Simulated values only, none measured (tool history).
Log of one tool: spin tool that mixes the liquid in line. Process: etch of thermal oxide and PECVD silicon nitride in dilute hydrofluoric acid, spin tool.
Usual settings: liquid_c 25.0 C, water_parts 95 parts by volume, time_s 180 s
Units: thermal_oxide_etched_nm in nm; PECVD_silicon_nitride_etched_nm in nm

run     day  liquid_c  water_parts  time_s  read-back film thickness of the thermal oxide reference wafer, read on the same gauge (nm)  read-back film thickness of the PECVD silicon nitride reference wafer, read on the same gauge (nm)  thermal_oxide_etched_nm  PECVD_silicon_nitride_etched_nm
  1   0.000      25.0           95     180                                                                                       79.99                                                                                             140.007                     8.63                            4.218
  2   3.558      25.0           95     180                                                                                       79.99                                                                                             139.963                     8.73                            4.255
  3   5.058      25.0           95     180                                                                                       79.99                                                                                             139.984                     8.76                            4.245
  4   7.138      25.0           95     180                                                                                       80.01                                                                                             139.994                     8.85                            4.295
      9.942  -- thermometer replaced
  5  10.883      25.0           95     180                                                                                       80.00                                                                                             140.006                     8.39                            3.938
     12.633  -- hydrofluoric acid flow meter replaced
  6  13.300      25.0           95     180                                                                                       80.00                                                                                             140.031                     8.17                            3.820
     15.392  -- gauge calibrated
  7  15.775      25.0           95     180                                                                                       80.00                                                                                             140.014                     8.08                            3.822
  8  19.846      25.0           95     180                                                                                       80.02                                                                                             139.980                     8.14                            3.822
  9  23.892      25.0           95     180                                                                                       80.00                                                                                             140.021                     8.17                            3.828
 10  26.425      25.0          125     235                                                                                       79.99                                                                                             140.033                     7.82                            3.818
 11  29.921      25.0           95      90                                                                                       79.99                                                                                             140.045                     4.05                            1.945
 12  32.371      22.5           95     150                                                                                       80.00                                                                                             139.967                     6.22                            2.736
 13  35.267      25.0           95     180                                                                                       80.01                                                                                             139.986                     8.25                            3.916
 14  44.021      22.5           60     145                                                                                       79.98                                                                                             140.030                    10.04                            4.149
 15  46.408      20.5           95     265                                                                                       80.01                                                                                             140.004                    10.29                            4.285
 16  50.004      20.5           95     265                                                                                       79.97                                                                                             139.956                    10.36                            4.382
 17  52.721      28.5          125     180                                                                                       80.00                                                                                             140.012                     7.03                            3.837
 18  55.608      23.5           95     180                                                                                       80.01                                                                                             140.017                     7.90                            3.585
 19  57.367      29.0           65     150                                                                                       80.00                                                                                             139.993                    12.46                            6.418
 20  61.392      27.0           95     180                                                                                       79.99                                                                                             139.983                     9.20                            4.603
 21  63.279      25.0           95     180                                                                                       79.99                                                                                             140.021                     8.48                            4.104
 22  66.554      25.0           95     180                                                                                       80.01                                                                                             140.010                     8.57                            4.071
     67.929  -- thermometer replaced
 23  79.138      25.0           95     180                                                                                       80.00                                                                                             140.008                     8.31                            3.996
 24  80.879      25.0          110     130                                                                                       80.01                                                                                             139.980                     5.10                            2.429
 25  83.508      21.5          115     180                                                                                       80.02                                                                                             139.957                     5.89                            2.587

Some steps in thermal_oxide_etched_nm between neighbouring runs. How much of each would the tool show without its hidden state too (settings, what came in, random variation), and how much is left for the hidden state, with any gauge scatter that isn't in both results?
The hidden state here: liquid hotter than its thermometer reads (K); hydrofluoric acid flow above the setpoint (%); gauge reads high (%).
Run 4 -> 5: thermometer replaced. thermal_oxide_etched_nm -0.46 nm: hidden state -0.41, all else -0.05.
Run 5 -> 6: hydrofluoric acid flow meter replaced. thermal_oxide_etched_nm -0.22 nm: hidden state -0.35, all else +0.13.
Run 10 -> 11: water_parts 125 -> 95, time_s 235 -> 90. thermal_oxide_etched_nm -3.77 nm: hidden state -0.05, all else -3.72.
Run 18 -> 19: liquid_c 23.5 -> 29.0, water_parts 95 -> 65, time_s 180 -> 150. thermal_oxide_etched_nm +4.56 nm: hidden state +0.22, all else +4.34.
